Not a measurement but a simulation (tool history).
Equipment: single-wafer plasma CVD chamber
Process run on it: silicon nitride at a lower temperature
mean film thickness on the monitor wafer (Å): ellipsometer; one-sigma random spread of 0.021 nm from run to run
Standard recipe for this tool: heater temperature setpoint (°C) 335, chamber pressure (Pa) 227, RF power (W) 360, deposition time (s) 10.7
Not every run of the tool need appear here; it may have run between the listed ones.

run   hour  heater temperature setpoint (°C)  chamber pressure (Pa)  RF power (W)  deposition time (s)  wafers since the last listed run  hours since the last thermocouple change  hours since the last RF generator calibration  hours since the last manometer calibration  hours since the showerhead was replaced  hours since the gauge calibration  read-back reference wafer on the same gauge, thickness_nm  mean film thickness on the monitor wafer (Å)
  1    0.0                               335                    227           360                  9.2                                 0                                    2152.2                                         1307.8                                      2306.2                                   3647.8                              174.5                                                     15.097                                        116.74
  2   50.4                               335                    227           360                  9.2                              2219                                    2202.6                                         1358.2                                      2356.6                                   3698.2                              224.9                                                     15.097                                        116.80
  3   65.3                               335                    227           360                  9.2                               656                                    2217.5                                         1373.1                                      2371.5                                   3713.1                              239.8                                                     15.102                                        116.93
  4   99.0                               323                    227           360                 10.2                              1484                                    2251.2                                         1406.8                                      2405.2                                   3746.8                              273.5                                                     15.100                                        129.89
     121.4  -- capacitance manometer re-zeroed and calibrated
     130.6  -- thermocouple changed; heater temperature recalibrated
  5  131.1                               323                    227           360                 10.2                               709                                       0.5                                         1438.9                                         9.7                                   3778.9                              305.6                                                     15.103                                        129.64
  6  154.9                               335                    227           360                 10.7                              1048                                      24.3                                         1462.7                                        33.5                                   3802.7                              329.4                                                     15.107                                        135.75
  7  183.4                               335                    227           360                 10.7                              1255                                      52.8                                         1491.2                                        62.0                                   3831.2                              357.9                                                     15.104                                        135.57
     200.0  -- gauge calibrated
  8  204.9                               335                    227           360                 10.7                               946                                      74.3                                         1512.7                                        83.5                                   3852.7                                4.9                                                     15.099                                        135.63
     215.7  -- showerhead replaced
     221.0  -- RF generator calibrated
  9  229.4                               335                    227           360                 10.7                               493                                      98.8                                            8.4                                       108.0                                     13.7                               29.4                                                     15.099                                        141.12
 10  262.9                               349                    227           360                 10.7                              1475                                     132.3                                           41.9                                       141.5                                     47.2                               62.9                                                     15.100                                        140.23
 11  275.7                               331                    227           335                  8.8                               563                                     145.1                                           54.7                                       154.3                                     60.0                               75.7                                                     15.102                                        109.99
 12  292.2                               335                    227           360                 10.7                               726                                     161.6                                           71.2                                       170.8                                     76.5                               92.2                                                     15.104                                        140.85
 13  309.9                               335                    269           360                 12.8                               779                                     179.3                                           88.9                                       188.5                                     94.2                              109.9                                                     15.097                                        174.35
 14  336.4                               335                    247           405                 10.7                              1167                                     205.8                                          115.4                                       215.0                                    120.7                              136.4                                                     15.099                                        155.25
 15  354.5                               335                    188           360                 10.7                               797                                     223.9                                          133.5                                       233.1                                    138.8                              154.5                                                     15.098                                        134.69
 16  371.9                               335                    264           295                 10.7                               766                                     241.3                                          150.9                                       250.5                                    156.2                              171.9                                                     15.101                                        123.71

Same runs, no hidden state in the tool, same run-to-run variation:
Hidden state present: wafer temperature above the value expected at the setpoint (K); delivered RF power above the setpoint (%); true pressure above the setpoint (%); gauge reads high (%).
run  mean film thickness on the monitor wafer (Å)
  1                                        122.50
  2                                        122.60
  3                                        122.74
  4                                        136.37
  5                                        136.12
  6                                        142.56
  7                                        142.38
  8                                        142.45
  9                                        142.17
 10                                        141.72
 11                                        111.32
 12                                        142.70
 13                                        176.90
 14                                        157.68
 15                                        137.12
 16                                        126.28
